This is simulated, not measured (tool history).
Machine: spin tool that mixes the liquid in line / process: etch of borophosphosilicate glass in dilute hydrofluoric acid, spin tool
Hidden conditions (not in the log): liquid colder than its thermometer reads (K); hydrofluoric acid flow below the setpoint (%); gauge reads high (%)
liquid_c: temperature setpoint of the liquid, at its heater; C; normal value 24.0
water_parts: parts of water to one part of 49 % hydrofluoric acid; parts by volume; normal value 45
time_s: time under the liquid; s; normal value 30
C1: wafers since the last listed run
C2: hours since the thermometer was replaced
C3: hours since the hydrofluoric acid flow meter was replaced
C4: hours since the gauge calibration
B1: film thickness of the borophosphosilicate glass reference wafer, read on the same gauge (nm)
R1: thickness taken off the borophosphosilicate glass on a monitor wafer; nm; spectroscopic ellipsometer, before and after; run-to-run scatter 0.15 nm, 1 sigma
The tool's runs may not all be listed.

Run 1, hour 0.0: usual settings but time_s 20 s; C1 0; C2 728.1; C3 1589.8; C4 77.9; B1 140.01. Result: R1 19.56 nm.
Run 2, hour 11.7: usual settings but time_s 20 s; C1 220; C2 739.8; C3 1601.5; C4 89.6; B1 140.02. Result: R1 19.32 nm.
Run 3, hour 27.5: usual settings but time_s 20 s; C1 297; C2 755.6; C3 1617.3; C4 105.4; B1 139.97. Result: R1 19.26 nm.
Run 4, hour 39.2: usual settings; C1 220; C2 767.3; C3 1629.0; C4 117.1; B1 139.97. Result: R1 29.19 nm.
Run 5, hour 48.2: usual settings; C1 169; C2 776.3; C3 1638.0; C4 126.1; B1 140.00. Result: R1 29.21 nm.
Run 6, hour 63.6: usual settings; C1 289; C2 791.7; C3 1653.4; C4 141.5; B1 139.96. Result: R1 29.14 nm.
Run 7, hour 77.5: usual settings but liquid_c 26.5 C, water_parts 60 parts by volume; C1 261; C2 805.6; C3 1667.3; C4 155.4; B1 139.95. Result: R1 23.55 nm.
Run 8, hour 88.7: usual settings but liquid_c 26.5 C, water_parts 60 parts by volume; C1 210; C2 816.8; C3 1678.5; C4 166.6; B1 139.99. Result: R1 23.76 nm.
Run 9, hour 101.5: usual settings but liquid_c 26.5 C, water_parts 60 parts by volume; C1 240; C2 829.6; C3 1691.3; C4 179.4; B1 140.02. Result: R1 23.45 nm.
Run 10, hour 111.1: usual settings but liquid_c 21.5 C; C1 180; C2 839.2; C3 1700.9; C4 189.0; B1 140.00. Result: R1 26.11 nm.
Run 11, hour 131.3: usual settings but time_s 25 s; C1 379; C2 859.4; C3 1721.1; C4 209.2; B1 139.99. Result: R1 24.16 nm.
Run 12, hour 140.3: usual settings but time_s 25 s; C1 169; C2 868.4; C3 1730.1; C4 218.2; B1 139.99. Result: R1 23.97 nm.
Run 13, hour 156.4: usual settings but liquid_c 22.0 C, time_s 20 s; C1 302; C2 884.5; C3 1746.2; C4 234.3; B1 139.99. Result: R1 17.64 nm.
Run 14, hour 172.7: usual settings but liquid_c 21.0 C, water_parts 60 parts by volume, time_s 15 s; C1 306; C2 900.8; C3 1762.5; C4 250.6; B1 139.99. Result: R1 9.39 nm.
At hour 173.0: gauge calibrated.
At hour 184.0: hydrofluoric acid flow meter replaced.
Run 15, hour 187.6: usual settings; C1 261; C2 915.7; C3 3.6; C4 14.6; B1 140.01. Result: R1 32.77 nm.
Run 16, hour 196.4: usual settings but liquid_c 27.5 C, time_s 15 s; C1 165; C2 924.5; C3 12.4; C4 23.4; B1 139.98. Result: R1 18.82 nm.
At hour 204.0: thermometer replaced.
Run 17, hour 213.1: usual settings; C1 295; C2 9.1; C3 29.1; C4 40.1; B1 139.95. Result: R1 32.59 nm.
Run 18, hour 228.4: usual settings but liquid_c 20.0 C, water_parts 60 parts by volume, time_s 45 s; C1 287; C2 24.4; C3 44.4; C4 55.4; B1 140.04. Result: R1 30.29 nm.
Run 19, hour 246.0: usual settings but water_parts 55 parts by volume; C1 331; C2 42.0; C3 62.0; C4 73.0; B1 140.00. Result: R1 26.31 nm.
Run 20, hour 283.2: usual settings; C1 699; C2 79.2; C3 99.2; C4 110.2; B1 140.01. Result: R1 32.30 nm.
Run 21, hour 295.0: usual settings but liquid_c 21.0 C, water_parts 50 parts by volume, time_s 40 s; C1 221; C2 91.0; C3 111.0; C4 122.0; B1 140.00. Result: R1 34.21 nm.
Run 22, hour 304.6: usual settings but water_parts 35 parts by volume; C1 180; C2 100.6; C3 120.6; C4 131.6; B1 139.97. Result: R1 42.19 nm.
Run 23, hour 311.9: usual settings but liquid_c 28.5 C; C1 137; C2 107.9; C3 127.9; C4 138.9; B1 139.95. Result: R1 38.55 nm.
Run 24, hour 328.4: usual settings but liquid_c 21.5 C, water_parts 60 parts by volume, time_s 35 s; C1 310; C2 124.4; C3 144.4; C4 155.4; B1 139.99. Result: R1 24.82 nm.

4 options for the next run, each taken on its own from the tool as it stands now. Forecast them:
Run A, hour 328.8: usual settings but liquid_c 21.0 C; C1 7; C2 124.8; C3 144.8; C4 155.8; B1 ?. Result: R1 ?.
Run B, hour 328.8: usual settings but liquid_c 22.5 C, water_parts 65 parts by volume, time_s 20 s; C1 7; C2 124.8; C3 144.8; C4 155.8; B1 ?. Result: R1 ?.
Run C, hour 328.8: usual settings but water_parts 60 parts by volume, time_s 20 s; C1 7; C2 124.8; C3 144.8; C4 155.8; B1 ?. Result: R1 ?.
Run D, hour 328.8: usual settings but liquid_c 26.0 C, water_parts 35 parts by volume, time_s 45 s; C1 7; C2 124.8; C3 144.8; C4 155.8; B1 ?. Result: R1 ?.

run      B1     R1
  A  140.01  28.61
  B  140.01  13.70
  C  140.01  15.89
  D  140.01  68.87
Take away the tool's hidden state, keep each run's random variation, and the runs would have read:
run     R1
  A  29.47
  B  14.12
  C  16.37
  D  70.92
